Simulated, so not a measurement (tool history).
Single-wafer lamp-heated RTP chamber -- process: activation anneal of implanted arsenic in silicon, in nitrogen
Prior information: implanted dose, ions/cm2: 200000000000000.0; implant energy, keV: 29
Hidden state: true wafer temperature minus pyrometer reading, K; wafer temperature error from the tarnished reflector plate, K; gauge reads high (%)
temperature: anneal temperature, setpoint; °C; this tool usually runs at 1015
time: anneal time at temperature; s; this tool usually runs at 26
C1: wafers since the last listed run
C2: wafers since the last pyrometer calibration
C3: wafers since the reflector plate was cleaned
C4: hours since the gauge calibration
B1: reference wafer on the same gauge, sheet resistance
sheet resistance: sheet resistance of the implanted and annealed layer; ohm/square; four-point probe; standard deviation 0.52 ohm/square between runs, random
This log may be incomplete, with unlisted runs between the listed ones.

Run 1, hour 0.0: usual settings but temperature 1024 °C; C1 0; C2 3300; C3 12088; C4 120.2; B1 352.50. Result: sheet resistance 344.12 ohm/square.
Run 2, hour 35.5: usual settings but temperature 1008 °C; C1 366; C2 3666; C3 12455; C4 155.7; B1 352.72. Result: sheet resistance 345.35 ohm/square.
Run 3, hour 55.7: usual settings; C1 208; C2 3875; C3 12664; C4 175.9; B1 352.78. Result: sheet resistance 345.29 ohm/square.
Run 4, hour 81.9: usual settings; C1 270; C2 4146; C3 12935; C4 202.1; B1 353.07. Result: sheet resistance 345.70 ohm/square.
Run 5, hour 106.3: usual settings; C1 252; C2 4398; C3 13187; C4 226.5; B1 353.06. Result: sheet resistance 345.97 ohm/square.
Run 6, hour 128.4: usual settings; C1 228; C2 4626; C3 13415; C4 248.6; B1 353.62. Result: sheet resistance 346.18 ohm/square.
At hour 171.3: pyrometer window cleaned and pyrometer calibrated.
Run 7, hour 171.8: usual settings but temperature 996 °C; C1 365; C2 4; C3 13781; C4 292.0; B1 353.94. Result: sheet resistance 348.03 ohm/square.
Run 8, hour 181.1: usual settings but temperature 996 °C; C1 96; C2 100; C3 13877; C4 301.3; B1 354.10. Result: sheet resistance 348.15 ohm/square.
Run 9, hour 204.6: usual settings but time 22 s; C1 242; C2 343; C3 14120; C4 324.8; B1 354.39. Result: sheet resistance 347.99 ohm/square.
Run 10, hour 238.7: usual settings but time 22 s; C1 352; C2 695; C3 14472; C4 358.9; B1 354.82. Result: sheet resistance 346.96 ohm/square.
At hour 277.8: reflector plate cleaned.
Run 11, hour 278.3: usual settings; C1 326; C2 1022; C3 5; C4 398.5; B1 355.37. Result: sheet resistance 348.03 ohm/square.
Run 12, hour 292.6: usual settings but temperature 996 °C, time 22 s; C1 147; C2 1170; C3 153; C4 412.8; B1 355.78. Result: sheet resistance 349.92 ohm/square.
Run 13, hour 318.2: usual settings but temperature 1004 °C, time 33 s; C1 264; C2 1434; C3 417; C4 438.4; B1 356.23. Result: sheet resistance 347.76 ohm/square.
Run 14, hour 334.4: usual settings but time 37 s; C1 167; C2 1602; C3 585; C4 454.6; B1 356.48. Result: sheet resistance 347.37 ohm/square.
At hour 347.1: gauge calibrated.
Run 15, hour 371.7: usual settings but temperature 1029 °C, time 15 s; C1 385; C2 1987; C3 970; C4 24.6; B1 352.90. Result: sheet resistance 347.42 ohm/square.
Run 16, hour 397.1: usual settings but temperature 1034 °C; C1 262; C2 2249; C3 1233; C4 50.0; B1 352.99. Result: sheet resistance 343.35 ohm/square.
Run 17, hour 426.0: usual settings but temperature 1002 °C; C1 298; C2 2548; C3 1531; C4 78.9; B1 353.09. Result: sheet resistance 346.32 ohm/square.
Run 18, hour 453.2: usual settings but temperature 996 °C, time 19 s; C1 281; C2 2829; C3 1812; C4 106.1; B1 353.09. Result: sheet resistance 348.02 ohm/square.

Hidden state at the last listed run before each entry between runs and at the first one after, where it differs:
After run 6, before run 7: pyrometer window cleaned and pyrometer calibrated (hour 171.3)
  gauge reads high (%): 0.423 -> 0.56
  measured less the result without the state, sheet resistance: +1.46 -> +1.94 ohm/square
After run 10, before run 11: reflector plate cleaned (hour 277.8)
  gauge reads high (%): 0.814 -> 0.99
  measured less the result without the state, sheet resistance: +2.81 -> +3.41 ohm/square
After run 14, before run 15: gauge calibrated (hour 347.1)
  gauge reads high (%): 1.27 -> 0.244
  measured less the result without the state, sheet resistance: +4.36 -> +0.85 ohm/square

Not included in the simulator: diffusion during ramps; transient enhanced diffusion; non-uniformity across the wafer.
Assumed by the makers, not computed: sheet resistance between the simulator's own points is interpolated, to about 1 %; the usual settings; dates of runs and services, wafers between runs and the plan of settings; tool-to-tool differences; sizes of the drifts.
